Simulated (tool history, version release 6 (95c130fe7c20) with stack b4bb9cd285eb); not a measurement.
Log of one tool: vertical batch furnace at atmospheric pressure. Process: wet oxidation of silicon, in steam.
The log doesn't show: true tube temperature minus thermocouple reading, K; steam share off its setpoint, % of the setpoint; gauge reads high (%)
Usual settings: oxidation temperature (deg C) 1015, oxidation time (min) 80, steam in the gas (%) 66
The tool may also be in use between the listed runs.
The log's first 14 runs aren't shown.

run,hour,oxidation temperature (deg C),oxidation time (min),steam in the gas (%),wafers since the last listed run,hours since the last temperature calibration,hours since the steam generator was serviced,hours since the gauge calibration,"read-back reference wafer on the same gauge, thickness",oxide thickness on the monitor wafer (nm)
15,931.5,1027,100.5,66,593,3566.4,1319.9,273.4,616.11,692.59
16,973.6,1027,100.5,66,545,3608.5,1362,315.5,614.64,688.41
17,1023.6,1015,80,66,648,3658.5,1412,365.5,615.11,568.68
18,1069,1015,80,66,588,3703.9,1457.4,410.9,615.97,570.15
19,1111.6,1015,54.5,66,552,3746.5,1500,453.5,616.48,455.24
# hour 1166.6: steam generator serviced
# hour 1178: thermocouples replaced and temperature profile calibrated
20,1178.5,1015,48.5,66,408,0.5,11.9,520.4,613.44,430.96
21,1206.2,1015,80,66,359,28.2,39.6,548.1,616.34,579.61
22,1240.5,1015,80,66,444,62.5,73.9,582.4,614.15,584.1
23,1265.2,1015,115.5,66,320,87.2,98.6,607.1,613.79,717.39
24,1307.4,1027,100.5,66,546,129.4,140.8,649.3,614.73,698.95

Run 25 comes next. What will it give?
25,1363.9,1015,80,75,732,185.9,197.3,705.8,?,?

{"run 25": {"read-back reference wafer on the same gauge, thickness": 616.32, "oxide thickness on the monitor wafer (nm)": 622.36}}
Without the tool's hidden state the same run would have given oxide thickness on the monitor wafer (nm) 626.2.
